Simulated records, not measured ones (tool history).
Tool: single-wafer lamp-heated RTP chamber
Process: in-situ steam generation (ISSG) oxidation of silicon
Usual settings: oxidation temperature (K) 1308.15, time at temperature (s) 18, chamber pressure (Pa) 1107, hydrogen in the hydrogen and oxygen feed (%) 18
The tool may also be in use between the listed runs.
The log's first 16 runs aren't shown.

run	day	oxidation temperature (K)	time at temperature (s)	chamber pressure (Pa)	hydrogen in the hydrogen and oxygen feed (%)	read-back reference wafer on the same gauge, thickness	oxide thickness on the monitor wafer (Å)
# day 10.725: hydrogen flow controller replaced
17	10.746	1308.15	18	1107	18	6.442	58.52
18	10.938	1297.15	18	1107	18	6.434	55.50
19	11.617	1297.15	18	1107	18	6.428	55.42
20	12.321	1328.15	18	1107	13	6.433	60.63
# day 12.696: gauge calibrated
21	12.817	1302.15	18	1107	11	6.424	50.60
22	13.433	1308.15	18	1107	18	6.430	58.64
23	13.862	1327.15	24	1267	15	6.436	71.94
24	14.142	1314.15	18	1040	24	6.419	64.89
25	14.488	1302.15	24	1013	27	6.421	72.48
26	14.954	1308.15	21	1107	14	6.423	59.95
27	15.338	1321.15	18	1000	11	6.426	56.14
28	15.671	1308.15	13	1107	18	6.433	50.05
29	16.333	1308.15	18	1107	18	6.430	59.40
30	16.883	1308.15	25	1240	18	6.419	69.23
31	17.400	1308.15	25	973	18	6.424	69.40
32	17.742	1324.15	15	947	18	6.434	58.34

Forecast each of these 3 alternatives for the next run:
A	17.758	1322.15	18	1107	18	?	?
B	17.758	1296.15	18	1107	18	?	?
C	17.758	1297.15	13	1213	14	?	?

run	read-back reference wafer on the same gauge, thickness	oxide thickness on the monitor wafer (Å)
A	6.431	63.45
B	6.431	55.66
C	6.431	44.83
Without the tool's hidden state the same runs would have given:
run	oxide thickness on the monitor wafer (Å)
A	62.05
B	54.59
C	44.04
